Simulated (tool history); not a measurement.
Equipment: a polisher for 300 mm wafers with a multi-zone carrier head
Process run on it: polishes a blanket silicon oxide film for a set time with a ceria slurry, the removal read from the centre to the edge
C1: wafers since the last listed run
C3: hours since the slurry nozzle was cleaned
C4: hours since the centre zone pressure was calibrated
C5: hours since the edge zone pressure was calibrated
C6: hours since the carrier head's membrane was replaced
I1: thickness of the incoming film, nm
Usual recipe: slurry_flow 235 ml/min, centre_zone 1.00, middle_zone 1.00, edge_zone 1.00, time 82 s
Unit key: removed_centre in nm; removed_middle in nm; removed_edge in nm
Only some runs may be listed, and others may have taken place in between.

Run 1, hour 0.0: usual settings but edge_zone 1.04; C1 0; wafers polished on this pad 406; C3 157.2; C4 668.5; C5 535.5; C6 1705.3; I1 1104.1. Result: removed_centre 338.8 nm, removed_middle 381.6 nm, removed_edge 385.5 nm.
Run 2, hour 14.5: usual settings but edge_zone 1.04; C1 130; wafers polished on this pad 537; C3 171.7; C4 683.0; C5 550.0; C6 1719.8; I1 1124.4. Result: removed_centre 332.1 nm, removed_middle 377.6 nm, removed_edge 391.2 nm.
Run 3, hour 27.8: usual settings; C1 120; wafers polished on this pad 657; C3 185.0; C4 696.3; C5 563.3; C6 1733.1; I1 1111.7. Result: removed_centre 335.6 nm, removed_middle 373.3 nm, removed_edge 387.2 nm.
Run 4, hour 40.3: usual settings; C1 112; wafers polished on this pad 769; C3 197.5; C4 708.8; C5 575.8; C6 1745.6; I1 1124.1. Result: removed_centre 332.0 nm, removed_middle 377.8 nm, removed_edge 381.3 nm.
Run 5, hour 49.8: usual settings; C1 85; wafers polished on this pad 855; C3 207.0; C4 718.3; C5 585.3; C6 1755.1; I1 1134.8. Result: removed_centre 332.1 nm, removed_middle 376.3 nm, removed_edge 386.7 nm.
Run 6, hour 58.4: usual settings; C1 77; wafers polished on this pad 933; C3 215.6; C4 726.9; C5 593.9; C6 1763.7; I1 1114.3. Result: removed_centre 331.1 nm, removed_middle 384.1 nm, removed_edge 385.0 nm.
Run 7, hour 74.0: usual settings; C1 140; wafers polished on this pad 1073; C3 231.2; C4 742.5; C5 609.5; C6 1779.3; I1 1132.2. Result: removed_centre 327.6 nm, removed_middle 387.5 nm, removed_edge 379.9 nm.
At hour 85.8: worn pad replaced by a new one.
Run 8, hour 86.1: usual settings but slurry_flow 175 ml/min; C1 73; wafers polished on this pad 3; C3 243.3; C4 754.6; C5 621.6; C6 1791.4; I1 1137.1. Result: removed_centre 310.1 nm, removed_middle 359.1 nm, removed_edge 368.5 nm.
At hour 94.0: carrier head's membrane replaced by a new one.
At hour 111.4: centre zone pressure recalibrated.
Run 9, hour 118.9: usual settings but time 65 s; C1 232; wafers polished on this pad 235; C3 276.1; C4 7.5; C5 654.4; C6 24.9; I1 1103.0. Result: removed_centre 300.5 nm, removed_middle 297.7 nm, removed_edge 305.6 nm.
Run 10, hour 129.0: usual settings but slurry_flow 270 ml/min, middle_zone 1.06, edge_zone 1.10, time 94 s; C1 91; wafers polished on this pad 326; C3 286.2; C4 17.6; C5 664.5; C6 35.0; I1 1131.0. Result: removed_centre 437.0 nm, removed_middle 454.8 nm, removed_edge 461.8 nm.
At hour 131.3: edge zone pressure recalibrated.
Run 11, hour 146.7: usual settings but middle_zone 0.91, time 102 s; C1 141; wafers polished on this pad 468; C3 303.9; C4 35.3; C5 15.4; C6 52.7; I1 1100.1. Result: removed_centre 469.6 nm, removed_middle 444.1 nm, removed_edge 476.5 nm.
Run 12, hour 153.2: usual settings but slurry_flow 210 ml/min, middle_zone 1.09; C1 58; wafers polished on this pad 527; C3 310.4; C4 41.8; C5 21.9; C6 59.2; I1 1108.3. Result: removed_centre 370.2 nm, removed_middle 406.0 nm, removed_edge 374.4 nm.
At hour 155.1: slurry nozzle cleaned.
Run 13, hour 160.6: usual settings; C1 57; wafers polished on this pad 585; C3 5.5; C4 49.2; C5 29.3; C6 66.6; I1 1114.8. Result: removed_centre 373.7 nm, removed_middle 386.1 nm, removed_edge 378.8 nm.
Run 14, hour 202.8: usual settings; C1 380; wafers polished on this pad 965; C3 47.7; C4 91.4; C5 71.5; C6 108.8; I1 1109.4. Result: removed_centre 380.6 nm, removed_middle 380.0 nm, removed_edge 388.2 nm.
Run 15, hour 212.1: usual settings but edge_zone 0.91; C1 83; wafers polished on this pad 1049; C3 57.0; C4 100.7; C5 80.8; C6 118.1; I1 1114.1. Result: removed_centre 373.7 nm, removed_middle 376.4 nm, removed_edge 370.0 nm.
At hour 217.7: worn pad replaced by a new one.
Run 16, hour 228.7: usual settings; C1 113; wafers polished on this pad 99; C3 73.6; C4 117.3; C5 97.4; C6 134.7; I1 1143.2. Result: removed_centre 383.6 nm, removed_middle 380.1 nm, removed_edge 384.4 nm.
Run 17, hour 241.8: usual settings but slurry_flow 290 ml/min, middle_zone 1.04, edge_zone 1.09, time 58 s; C1 118; wafers polished on this pad 217; C3 86.7; C4 130.4; C5 110.5; C6 147.8; I1 1105.5. Result: removed_centre 275.7 nm, removed_middle 280.7 nm, removed_edge 288.1 nm.
Run 18, hour 258.3: usual settings but time 58 s; C1 148; wafers polished on this pad 366; C3 103.2; C4 146.9; C5 127.0; C6 164.3; I1 1132.7. Result: removed_centre 269.3 nm, removed_middle 266.3 nm, removed_edge 266.2 nm.
Run 19, hour 275.9: usual settings but slurry_flow 290 ml/min, edge_zone 0.96, time 103 s; C1 158; wafers polished on this pad 525; C3 120.8; C4 164.5; C5 144.6; C6 181.9; I1 1101.7. Result: removed_centre 479.4 nm, removed_middle 477.3 nm, removed_edge 466.4 nm.
Run 20, hour 286.7: usual settings but centre_zone 0.94, time 105 s; C1 97; wafers polished on this pad 622; C3 131.6; C4 175.3; C5 155.4; C6 192.7; I1 1133.1. Result: removed_centre 451.2 nm, removed_middle 483.8 nm, removed_edge 489.1 nm.
Run 21, hour 303.0: usual settings but slurry_flow 195 ml/min, middle_zone 1.03, edge_zone 0.95, time 109 s; C1 147; wafers polished on this pad 769; C3 147.9; C4 191.6; C5 171.7; C6 209.0; I1 1136.9. Result: removed_centre 488.9 nm, removed_middle 502.3 nm, removed_edge 485.8 nm.
Run 22, hour 315.8: usual settings; C1 115; wafers polished on this pad 885; C3 160.7; C4 204.4; C5 184.5; C6 221.8; I1 1119.2. Result: removed_centre 368.6 nm, removed_middle 382.8 nm, removed_edge 372.2 nm.
Run 23, hour 331.2: usual settings but edge_zone 0.94; C1 138; wafers polished on this pad 1024; C3 176.1; C4 219.8; C5 199.9; C6 237.2; I1 1118.8. Result: removed_centre 370.4 nm, removed_middle 372.3 nm, removed_edge 374.2 nm.

The tool's hidden state at each run:
removal rate lost through wear of the pad, %: 0 at every run
slurry flow missing at the pad, %: 0 at every run
deviation of the edge zone's pressure from its setpoint, %: 0 at every run
H1: deviation of the centre zone's pressure from its setpoint, %
run      H1
  1   -10.8
  2   -11.3
  3   -11.8
  4   -12.2
  5   -12.6
  6   -12.9
  7   -13.5
  8   -13.9
  9  -0.315
 10  -0.321
 11  -0.345
 12  -0.358
 13  -0.376
 14   -0.53
 15  -0.576
 16   -0.67
 17  -0.754
 18  -0.872
 19   -1.01
 20   -1.11
 21   -1.26
 22    -1.4
 23   -1.56
